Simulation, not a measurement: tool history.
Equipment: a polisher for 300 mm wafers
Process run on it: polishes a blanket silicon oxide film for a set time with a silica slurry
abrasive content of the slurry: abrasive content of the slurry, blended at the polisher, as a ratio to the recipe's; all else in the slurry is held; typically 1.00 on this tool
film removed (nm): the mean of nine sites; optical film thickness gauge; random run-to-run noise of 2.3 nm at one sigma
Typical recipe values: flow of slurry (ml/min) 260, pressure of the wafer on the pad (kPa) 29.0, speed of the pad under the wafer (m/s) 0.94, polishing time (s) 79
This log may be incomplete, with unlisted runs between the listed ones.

run	hour	flow of slurry (ml/min)	pressure of the wafer on the pad (kPa)	speed of the pad under the wafer (m/s)	abrasive content of the slurry	polishing time (s)	wafers since the last listed run	wafers polished on this pad	hours since the slurry nozzle was cleaned	hours since the head pressure was calibrated	hours since the slurry blender was calibrated	hours since the conditioning disc was replaced	incoming thickness of the incoming film, nm	film removed (nm)
1	0.0	285	29.0	0.94	1.00	79	0	1457	36.7	938.9	125.1	25.3	1149.6	233.6
2	37.3	285	29.0	0.94	1.00	79	447	1905	74.0	976.2	162.4	62.6	1156.4	232.2
3	90.0	260	29.0	0.94	1.00	79	632	2538	126.7	1028.9	215.1	115.3	1156.6	229.9
# hour 126.4: worn pad replaced by a new one
# hour 140.9: slurry blender recalibrated
4	145.2	260	29.0	0.94	1.00	79	590	202	181.9	1084.1	4.3	170.5	1150.2	228.4
5	173.8	260	29.0	0.94	1.00	79	343	545	210.5	1112.7	32.9	199.1	1152.1	229.5
6	232.8	260	29.0	0.94	1.00	79	708	1254	269.5	1171.7	91.9	258.1	1151.3	224.7
7	274.1	260	29.0	0.94	1.00	79	496	1750	310.8	1213.0	133.2	299.4	1150.9	222.9
8	335.6	260	29.0	0.94	1.00	79	738	2488	372.3	1274.5	194.7	360.9	1156.8	224.2
# hour 349.3: worn pad replaced by a new one, of another model than before
# hour 364.6: slurry nozzle cleaned
9	382.6	260	29.0	0.94	1.00	79	504	388	18.0	1321.5	241.7	407.9	1161.2	229.7
# hour 402.2: slurry blender recalibrated
# hour 414.3: head pressure recalibrated
10	427.9	260	29.0	0.94	1.00	79	496	884	63.3	13.6	25.7	453.2	1167.5	243.8
11	464.1	205	22.1	0.94	1.00	79	434	1318	99.5	49.8	61.9	489.4	1164.0	206.0
# hour 499.0: conditioning disc replaced and pad reconditioned
12	522.0	260	20.0	0.94	1.10	86	671	1990	157.4	107.7	119.8	23.0	1150.7	232.5
# hour 565.8: worn pad replaced by a new one
13	567.1	260	29.0	0.94	1.00	79	493	15	202.5	152.8	164.9	68.1	1145.8	246.6
14	622.6	260	29.0	0.94	0.80	79	666	681	258.0	208.3	220.4	123.6	1154.4	204.9
# hour 640.3: slurry blender recalibrated
15	670.5	260	29.0	0.94	1.00	79	551	1233	305.9	256.2	30.2	171.5	1146.4	243.0
16	720.1	235	29.0	0.68	0.80	63	595	1828	355.5	305.8	79.8	221.1	1175.2	139.9
# hour 759.2: slurry nozzle cleaned
17	772.2	260	29.0	0.94	1.00	89	613	2442	13.0	357.9	131.9	273.2	1152.1	276.7
18	843.7	235	29.0	0.68	0.80	63	858	3301	84.5	429.4	203.4	344.7	1147.1	138.0
# hour 849.5: worn pad replaced by a new one
19	884.1	260	24.1	1.14	1.00	79	437	415	124.9	469.8	243.8	385.1	1134.3	241.4
# hour 886.5: slurry blender recalibrated
20	919.4	260	29.0	0.68	1.00	79	399	815	160.2	505.1	32.9	420.4	1147.1	204.4
# hour 1063.3: conditioning disc replaced and pad reconditioned
# hour 1070.7: worn pad replaced by a new one
# hour 1116.2: slurry blender recalibrated
# hour 1123.4: slurry nozzle cleaned
21	1123.9	340	20.7	0.80	1.25	79	2347	602	0.5	709.6	7.7	60.6	1154.2	208.9
22	1236.8	305	29.0	0.72	1.00	79	1355	1958	113.4	822.5	120.6	173.5	1146.4	211.9

Alternative continuations, all from the tool just after run 22; predict every row:
A	1237.3	260	24.1	0.94	1.00	79	6	1964	113.9	823.0	121.1	174.0	1153.4	?
B	1237.3	260	36.5	1.06	0.80	61	6	1964	113.9	823.0	121.1	174.0	1153.4	?
C	1237.3	195	29.0	0.94	1.30	53	6	1964	113.9	823.0	121.1	174.0	1153.4	?
D	1237.3	260	22.8	0.94	0.75	79	6	1964	113.9	823.0	121.1	174.0	1153.4	?

run	film removed (nm)
A	211.1
B	193.0
C	178.1
D	164.8
With no hidden state in the tool, these same runs would have given:
run	film removed (nm)
A	221.9
B	202.8
C	187.2
D	173.2
